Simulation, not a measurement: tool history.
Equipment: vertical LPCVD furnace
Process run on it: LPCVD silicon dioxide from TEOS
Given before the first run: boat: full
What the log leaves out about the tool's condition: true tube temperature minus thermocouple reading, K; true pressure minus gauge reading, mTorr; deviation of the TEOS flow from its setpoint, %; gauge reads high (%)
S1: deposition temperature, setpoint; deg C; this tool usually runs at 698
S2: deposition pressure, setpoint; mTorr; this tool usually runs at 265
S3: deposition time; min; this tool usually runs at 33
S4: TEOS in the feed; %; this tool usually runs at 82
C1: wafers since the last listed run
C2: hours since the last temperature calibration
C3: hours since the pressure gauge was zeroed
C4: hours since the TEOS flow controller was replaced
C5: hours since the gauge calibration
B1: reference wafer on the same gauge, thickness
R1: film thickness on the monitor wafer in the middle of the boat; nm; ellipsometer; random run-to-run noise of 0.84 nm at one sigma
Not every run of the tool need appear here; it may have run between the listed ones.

run 1 hour=0 | S1=698 S2=265 S3=33 S4=74 | C1=0 C2=855.9 C3=1500.1 C4=4549.2 C5=1375.2 | B1=246.17 | R1=221.95
-- hour=33.9 gauge calibrated
run 2 hour=40.8 | S1=698 S2=265 S3=33 S4=74 | C1=551 C2=896.7 C3=1540.9 C4=4590 C5=6.9 | B1=245.87 | R1=219.89
run 3 hour=112.5 | S1=698 S2=265 S3=33 S4=82 | C1=969 C2=968.4 C3=1612.6 C4=4661.7 C5=78.6 | B1=245.85 | R1=231.95
run 4 hour=139.2 | S1=698 S2=265 S3=33 S4=76 | C1=360 C2=995.1 C3=1639.3 C4=4688.4 C5=105.3 | B1=246.02 | R1=224.98
run 5 hour=182.4 | S1=698 S2=265 S3=33 S4=76 | C1=584 C2=1038.3 C3=1682.5 C4=4731.6 C5=148.5 | B1=245.92 | R1=224.88
run 6 hour=352 | S1=698 S2=265 S3=33 S4=82 | C1=2293 C2=1207.9 C3=1852.1 C4=4901.2 C5=318.1 | B1=245.96 | R1=231.91
run 7 hour=415.2 | S1=698 S2=265 S3=33 S4=77 | C1=854 C2=1271.1 C3=1915.3 C4=4964.4 C5=381.3 | B1=245.9 | R1=225.13
run 8 hour=460.4 | S1=698 S2=265 S3=33 S4=77 | C1=611 C2=1316.3 C3=1960.5 C4=5009.6 C5=426.5 | B1=245.81 | R1=224.95
-- hour=493.3 pressure gauge zeroed
run 9 hour=524.7 | S1=698 S2=265 S3=33 S4=77 | C1=544 C2=1380.6 C3=31.4 C4=5073.9 C5=490.8 | B1=245.84 | R1=224.92
-- hour=568.3 TEOS flow controller replaced
run 10 hour=568.8 | S1=698 S2=265 S3=33 S4=82 | C1=271 C2=1424.7 C3=75.5 C4=0.5 C5=534.9 | B1=246.09 | R1=233.14
run 11 hour=590.7 | S1=698 S2=265 S3=33 S4=82 | C1=296 C2=1446.6 C3=97.4 C4=22.4 C5=556.8 | B1=245.91 | R1=233.01
run 12 hour=776.8 | S1=698 S2=265 S3=33 S4=82 | C1=2516 C2=1632.7 C3=283.5 C4=208.5 C5=742.9 | B1=245.87 | R1=234.25
run 13 hour=806.4 | S1=698 S2=265 S3=33 S4=82 | C1=400 C2=1662.3 C3=313.1 C4=238.1 C5=772.5 | B1=245.82 | R1=234.06
run 14 hour=868 | S1=698 S2=265 S3=33 S4=82 | C1=832 C2=1723.9 C3=374.7 C4=299.7 C5=834.1 | B1=246.08 | R1=233.63
run 15 hour=917.1 | S1=698 S2=265 S3=33 S4=82 | C1=663 C2=1773 C3=423.8 C4=348.8 C5=883.2 | B1=246.4 | R1=233.67
run 16 hour=970.3 | S1=698 S2=210 S3=24 S4=75 | C1=719 C2=1826.2 C3=477 C4=402 C5=936.4 | B1=246.18 | R1=144.84
run 17 hour=996 | S1=698 S2=265 S3=33 S4=82 | C1=347 C2=1851.9 C3=502.7 C4=427.7 C5=962.1 | B1=245.84 | R1=233.8
run 18 hour=1023.9 | S1=698 S2=245 S3=20.5 S4=82 | C1=377 C2=1879.8 C3=530.6 C4=455.6 C5=990 | B1=246.01 | R1=139.43
run 19 hour=1082.5 | S1=698 S2=265 S3=41.5 S4=77 | C1=792 C2=1938.4 C3=589.2 C4=514.2 C5=1048.6 | B1=246.05 | R1=285.28
run 20 hour=1121.5 | S1=698 S2=265 S3=24.5 S4=82 | C1=527 C2=1977.4 C3=628.2 C4=553.2 C5=1087.6 | B1=246.1 | R1=173.74
run 21 hour=1153.5 | S1=704 S2=220 S3=29 S4=72 | C1=432 C2=2009.4 C3=660.2 C4=585.2 C5=1119.6 | B1=246.22 | R1=201.61

Estimate the outcome of run 22 from the log above:
-- hour=1207.9 gauge calibrated
-- hour=1209.3 thermocouples replaced and temperature profile calibrated
run 22 hour=1209.8 | S1=689 S2=295 S3=33 S4=68 | C1=436 C2=0.5 C3=716.5 C4=641.5 C5=1.9 | B1=? | R1=?

{"run 22": {"B1": 246.07, "R1": 174.35}}
On a tool with no hidden condition, and with the same random variation, this run would have come out at R1 173.63 nm.
